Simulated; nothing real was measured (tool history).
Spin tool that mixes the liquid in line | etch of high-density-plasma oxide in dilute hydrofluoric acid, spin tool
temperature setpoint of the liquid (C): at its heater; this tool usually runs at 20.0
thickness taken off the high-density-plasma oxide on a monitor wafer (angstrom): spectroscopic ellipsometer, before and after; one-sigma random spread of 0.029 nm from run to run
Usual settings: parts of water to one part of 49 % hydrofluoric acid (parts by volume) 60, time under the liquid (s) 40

| run | day | temperature setpoint of the liquid (C) | parts of water to one part of 49 % hydrofluoric acid (parts by volume) | time under the liquid (s) | read-back film thickness of the high-density-plasma oxide reference wafer, read on the same gauge (nm) | thickness taken off the high-density-plasma oxide on a monitor wafer (angstrom) |
|---|---|---|---|---|---|---|
| 1 | 0.000 | 20.0 | 45 | 40 | 49.987 | 53.56 |
| 2 | 2.962 | 21.0 | 60 | 40 | 49.988 | 41.39 |
| 3 | 5.512 | 21.0 | 60 | 40 | 50.002 | 40.98 |
| 4 | 6.588 | 21.0 | 60 | 40 | 49.998 | 41.54 |
| 5 | 9.475 | 20.0 | 60 | 40 | 49.997 | 40.17 |
| 6 | 10.992 | 20.0 | 60 | 40 | 50.000 | 39.97 |
| 7 | 12.279 | 20.0 | 60 | 40 | 50.011 | 39.43 |
| 8 | 14.075 | 21.5 | 60 | 40 | 50.003 | 42.61 |
| 9 | 16.242 | 20.0 | 60 | 40 | 49.986 | 39.90 |
| 10 | 19.496 | 20.0 | 60 | 40 | 49.992 | 39.94 |
| 11 | 20.579 | 20.0 | 60 | 40 | 50.002 | 40.12 |
| 12 | 23.192 | 20.0 | 60 | 40 | 49.992 | 39.29 |
| 13 | 24.312 | 20.0 | 60 | 40 | 50.003 | 39.84 |
| 14 | 26.033 | 20.0 | 60 | 40 | 50.007 | 39.79 |
| 15 | 27.175 | 20.0 | 60 | 40 | 49.998 | 39.60 |
| 16 | 29.138 | 22.0 | 60 | 25 | 49.995 | 26.84 |
| 17 | 31.642 | 20.0 | 60 | 40 | 49.984 | 39.66 |
| 18 | 32.792 | 20.0 | 75 | 55 | 50.001 | 42.70 |
| 19 | 35.771 | 17.0 | 80 | 20 | 49.994 | 12.91 |
| 20 | 38.858 | 24.5 | 90 | 40 | 50.010 | 30.63 |
| 21 | 40.346 | 17.0 | 35 | 30 | 50.013 | 45.92 |
| 22 | 42.504 | 17.0 | 35 | 30 | 49.990 | 46.06 |
| 23 | 43.904 | 17.0 | 75 | 35 | 49.983 | 24.13 |
| 24 | 49.871 | 17.0 | 40 | 65 | 49.998 | 86.87 |
| 25 | 52.275 | 20.0 | 60 | 40 | 50.000 | 39.94 |
| 26 | 53.533 | 20.0 | 75 | 30 | 49.991 | 23.72 |
| 27 | 54.621 | 24.5 | 70 | 55 | 49.972 | 55.72 |
| 28 | 56.271 | 17.0 | 60 | 40 | 49.998 | 34.63 |
| 29 | 57.550 | 21.5 | 35 | 55 | 50.002 | 103.12 |

Taken out of this log: 3 entries between the listed runs. Where each belongs, and how the hidden state differs across it:
In the gap between runs 13 and 14: hydrofluoric acid flow meter replaced (day 25.829)
  the hidden state is the same at both runs
In the gap between runs 18 and 19: thermometer replaced (day 35.446)
  the hidden state is the same at both runs
In the gap between runs 21 and 22: gauge calibrated (day 41.483)
  the hidden state is the same at both runs

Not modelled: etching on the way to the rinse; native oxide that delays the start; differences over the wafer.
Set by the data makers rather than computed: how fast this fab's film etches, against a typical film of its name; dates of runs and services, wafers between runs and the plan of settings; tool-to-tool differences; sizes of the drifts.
